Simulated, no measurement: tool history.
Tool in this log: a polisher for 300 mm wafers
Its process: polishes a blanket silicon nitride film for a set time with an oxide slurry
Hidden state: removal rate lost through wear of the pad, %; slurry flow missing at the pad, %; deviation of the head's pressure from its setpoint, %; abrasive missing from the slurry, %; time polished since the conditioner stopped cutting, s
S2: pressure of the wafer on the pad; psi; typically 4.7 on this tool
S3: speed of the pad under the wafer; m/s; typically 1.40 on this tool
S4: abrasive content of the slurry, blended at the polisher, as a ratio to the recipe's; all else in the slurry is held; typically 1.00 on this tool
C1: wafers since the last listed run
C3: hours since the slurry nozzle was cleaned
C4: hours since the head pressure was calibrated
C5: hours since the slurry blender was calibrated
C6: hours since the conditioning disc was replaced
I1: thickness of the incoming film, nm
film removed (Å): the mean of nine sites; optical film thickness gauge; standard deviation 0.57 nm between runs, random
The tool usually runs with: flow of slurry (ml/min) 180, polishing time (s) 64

{"run": 1, "day": 0.0, "flow of slurry (ml/min)": 180, "S2": 4.7, "S3": 1.4, "S4": 1.0, "polishing time (s)": 64, "C1": 0, "wafers polished on this pad": 497, "C3": 642.8, "C4": 1168.3, "C5": 165.8, "C6": 142.0, "I1": 265.5, "film removed (Å)": 493}
{"run": 2, "day": 0.708, "flow of slurry (ml/min)": 180, "S2": 4.7, "S3": 1.4, "S4": 1.0, "polishing time (s)": 64, "C1": 188, "wafers polished on this pad": 685, "C3": 659.8, "C4": 1185.3, "C5": 182.8, "C6": 159.0, "I1": 273.5, "film removed (Å)": 475}
{"day": 0.933, "done": "worn pad replaced by a new one"}
{"run": 3, "day": 1.183, "flow of slurry (ml/min)": 180, "S2": 4.7, "S3": 1.4, "S4": 1.0, "polishing time (s)": 64, "C1": 82, "wafers polished on this pad": 67, "C3": 671.2, "C4": 1196.7, "C5": 194.2, "C6": 170.4, "I1": 269.1, "film removed (Å)": 520}
{"run": 4, "day": 1.496, "flow of slurry (ml/min)": 180, "S2": 4.7, "S3": 1.4, "S4": 1.0, "polishing time (s)": 64, "C1": 83, "wafers polished on this pad": 150, "C3": 678.7, "C4": 1204.2, "C5": 201.7, "C6": 177.9, "I1": 272.1, "film removed (Å)": 513}
{"run": 5, "day": 2.083, "flow of slurry (ml/min)": 180, "S2": 4.7, "S3": 1.4, "S4": 1.0, "polishing time (s)": 64, "C1": 156, "wafers polished on this pad": 307, "C3": 692.8, "C4": 1218.3, "C5": 215.8, "C6": 192.0, "I1": 270.0, "film removed (Å)": 510}
{"run": 6, "day": 2.725, "flow of slurry (ml/min)": 180, "S2": 4.7, "S3": 1.4, "S4": 1.0, "polishing time (s)": 64, "C1": 171, "wafers polished on this pad": 478, "C3": 708.2, "C4": 1233.7, "C5": 231.2, "C6": 207.4, "I1": 274.3, "film removed (Å)": 495}
{"run": 7, "day": 3.158, "flow of slurry (ml/min)": 180, "S2": 4.7, "S3": 1.4, "S4": 1.1, "polishing time (s)": 64, "C1": 115, "wafers polished on this pad": 593, "C3": 718.6, "C4": 1244.1, "C5": 241.6, "C6": 217.8, "I1": 267.1, "film removed (Å)": 504}
{"day": 3.496, "done": "worn pad replaced by a new one"}
{"day": 3.771, "done": "slurry blender recalibrated"}
{"day": 3.771, "done": "conditioning disc replaced and pad reconditioned"}
{"run": 8, "day": 3.792, "flow of slurry (ml/min)": 180, "S2": 4.7, "S3": 1.4, "S4": 1.1, "polishing time (s)": 64, "C1": 101, "wafers polished on this pad": 55, "C3": 733.8, "C4": 1259.3, "C5": 0.5, "C6": 0.5, "I1": 264.8, "film removed (Å)": 631}
{"run": 9, "day": 4.262, "flow of slurry (ml/min)": 180, "S2": 4.7, "S3": 1.4, "S4": 1.0, "polishing time (s)": 64, "C1": 125, "wafers polished on this pad": 181, "C3": 745.1, "C4": 1270.6, "C5": 11.8, "C6": 11.8, "I1": 271.0, "film removed (Å)": 583}
{"run": 10, "day": 4.608, "flow of slurry (ml/min)": 155, "S2": 4.7, "S3": 1.1, "S4": 1.0, "polishing time (s)": 64, "C1": 92, "wafers polished on this pad": 273, "C3": 753.4, "C4": 1278.9, "C5": 20.1, "C6": 20.1, "I1": 267.7, "film removed (Å)": 477}
{"day": 4.808, "done": "head pressure recalibrated"}
{"run": 11, "day": 5.117, "flow of slurry (ml/min)": 180, "S2": 5.7, "S3": 1.14, "S4": 0.85, "polishing time (s)": 55, "C1": 113, "wafers polished on this pad": 387, "C3": 765.6, "C4": 7.4, "C5": 32.3, "C6": 32.3, "I1": 272.6, "film removed (Å)": 449}
{"run": 12, "day": 5.533, "flow of slurry (ml/min)": 180, "S2": 4.7, "S3": 1.4, "S4": 0.8, "polishing time (s)": 64, "C1": 111, "wafers polished on this pad": 498, "C3": 775.6, "C4": 17.4, "C5": 42.3, "C6": 42.3, "I1": 267.4, "film removed (Å)": 485}
{"day": 6.292, "done": "worn pad replaced by a new one"}
{"run": 13, "day": 6.312, "flow of slurry (ml/min)": 180, "S2": 4.7, "S3": 1.4, "S4": 1.0, "polishing time (s)": 64, "C1": 163, "wafers polished on this pad": 5, "C3": 794.3, "C4": 36.1, "C5": 61.0, "C6": 61.0, "I1": 269.6, "film removed (Å)": 566}
{"day": 6.654, "done": "slurry nozzle cleaned"}
{"run": 14, "day": 6.717, "flow of slurry (ml/min)": 210, "S2": 4.7, "S3": 0.96, "S4": 1.0, "polishing time (s)": 64, "C1": 96, "wafers polished on this pad": 102, "C3": 1.5, "C4": 45.8, "C5": 70.7, "C6": 70.7, "I1": 270.5, "film removed (Å)": 440}
{"run": 15, "day": 7.221, "flow of slurry (ml/min)": 130, "S2": 4.7, "S3": 1.4, "S4": 1.2, "polishing time (s)": 44, "C1": 134, "wafers polished on this pad": 237, "C3": 13.6, "C4": 57.9, "C5": 82.8, "C6": 82.8, "I1": 268.2, "film removed (Å)": 370}

For run 16, what comes out?
{"run": 16, "day": 7.75, "flow of slurry (ml/min)": 180, "S2": 5.7, "S3": 1.4, "S4": 1.0, "polishing time (s)": 49, "C1": 141, "wafers polished on this pad": 378, "C3": 26.3, "C4": 70.6, "C5": 95.5, "C6": 95.5, "I1": 273.3, "film removed (Å)": "?"}

Run 16 yielded film removed (Å) 468.
The same run, on a tool lacking any hidden state, would have yielded film removed (Å) 560.
